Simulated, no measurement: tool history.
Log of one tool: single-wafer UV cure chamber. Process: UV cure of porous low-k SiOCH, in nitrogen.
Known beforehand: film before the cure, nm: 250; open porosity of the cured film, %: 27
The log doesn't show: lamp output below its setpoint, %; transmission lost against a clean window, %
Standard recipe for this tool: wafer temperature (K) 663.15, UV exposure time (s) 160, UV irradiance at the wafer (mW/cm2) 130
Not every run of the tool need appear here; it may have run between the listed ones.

run    hour  wafer temperature (K)  UV exposure time (s)  UV irradiance at the wafer (mW/cm2)  wafers since the last listed run  hours since the UV bulbs were replaced  wafers since the quartz window was cleaned  loss of film thickness in the cure (%)
  1       0                 663.15                   160                                  130                                 0                                  1967.7                                         485                                    13.4
       53.2  -- UV bulbs replaced
  2   263.4                 663.15                   160                                  130                              2266                                   210.2                                        2752                                  13.521
  3   324.6                 663.15                   160                                  130                               543                                   271.4                                        3295                                    13.5
  4   387.9                 663.15                   160                                  130                               561                                   334.7                                        3857                                  13.332
  5   468.6                 663.15                   160                                  130                               716                                   415.4                                        4573                                  13.183
  6     510                 663.15                   160                                  130                               367                                   456.8                                        4940                                  13.047
      560.7  -- quartz window cleaned
  7   600.6                 663.15                   160                                  130                               733                                   547.4                                         354                                   13.12
  8   671.6                 657.15                   160                                  130                               630                                   618.4                                         984                                  12.959
  9     732                 672.15                   160                                  130                               536                                   678.8                                        1520                                  13.414
 10   779.9                 672.15                   160                                  130                               425                                   726.7                                        1945                                  13.582
 11   876.1                 663.15                   160                                  130                               853                                   822.9                                        2799                                  13.251
 12   923.4                 649.15                    85                                  130                               419                                   870.2                                        3219                                  10.054
 13  1115.8                 649.15                    85                                  130                              1707                                  1062.6                                        4926                                   9.884
     1135.1  -- quartz window cleaned
 14  1190.1                 649.15                    85                                  130                               588                                  1136.9                                         488                                  10.014
 15  1281.5                 663.15                   160                                  111                               811                                  1228.3                                        1299                                  12.702
 16  1532.2                 663.15                   160                                  130                              2225                                    1479                                        3524                                  13.317
 17  1600.7                 663.15                   160                                  130                               607                                  1547.5                                        4132                                  13.568
 18  1677.9                 672.15                   160                                  148                               685                                  1624.7                                        4817                                   14.46
 19  1730.6                 672.15                   160                                  148                               467                                  1677.4                                        5285                                  14.277
     1776.1  -- UV bulbs replaced
 20  1776.6                 680.15                   105                                  162                               337                                     0.5                                        5622                                  12.829
 21  1859.9                 677.15                   200                                  104                               739                                    83.8                                        6361                                  13.535
     1879.1  -- quartz window cleaned
 22  1960.1                 663.15                   160                                  130                               818                                     184                                         718                                  13.594
 23  2044.6                 663.15                   160                                  130                               749                                   268.5                                        1468                                   13.33
 24  2083.5                 646.15                   195                                  130                               345                                   307.4                                        1813                                  14.088
 25  2138.5                 646.15                   195                                  102                               488                                   362.4                                        2301                                  12.703
 26  2194.4                 652.15                   160                                  130                               496                                   418.3                                        2798                                  13.236
 27    2231                 663.15                   160                                  130                               324                                   454.9                                        3122                                  13.535
 28  2324.1                 646.15                    75                                  160                               826                                     548                                        3949                                  10.296
     2499.9  -- quartz window cleaned
 29  2602.2                 652.15                   220                                  130                              2397                                   826.1                                         907                                  15.088
 30  2669.6                 663.15                   215                                  117                               598                                   893.5                                        1506                                  14.431
 31  2741.8                 679.15                   160                                  130                               640                                   965.7                                        2146                                  13.857
 32  2819.6                 663.15                   160                                  130                               690                                  1043.5                                        2837                                  13.633
 33    2917                 647.15                   235                                  165                               864                                  1140.9                                        3701                                  16.526
 34  3018.4                 670.15                   185                                  165                               899                                  1242.3                                        4601                                  15.685
 35  3070.9                 670.15                   225                                  130                               465                                  1294.8                                        5067                                  15.318
 36  3175.4                 663.15                   160                                  147                               927                                  1399.3                                        5995                                  14.248
     3193.5  -- quartz window cleaned
 37    3229                 663.15                   250                                  130                               404                                  1452.9                                         314                                  15.572
 38  3266.2                 652.15                   160                                  130                               330                                  1490.1                                         645                                  13.281

Hidden condition of the tool, last listed run before each entry between runs versus first listed run after:
Run 1 -> run 2: UV bulbs replaced (hour 53.2)
  the hidden state is the same at both runs
Run 6 -> run 7: quartz window cleaned (hour 560.7)
  the hidden state is the same at both runs
Run 13 -> run 14: quartz window cleaned (hour 1135.1)
  the hidden state is the same at both runs
Run 19 -> run 20: UV bulbs replaced (hour 1776.1)
  the hidden state is the same at both runs
Run 21 -> run 22: quartz window cleaned (hour 1879.1)
  the hidden state is the same at both runs
Run 28 -> run 29: quartz window cleaned (hour 2499.9)
  the hidden state is the same at both runs
Run 36 -> run 37: quartz window cleaned (hour 3193.5)
  the hidden state is the same at both runs
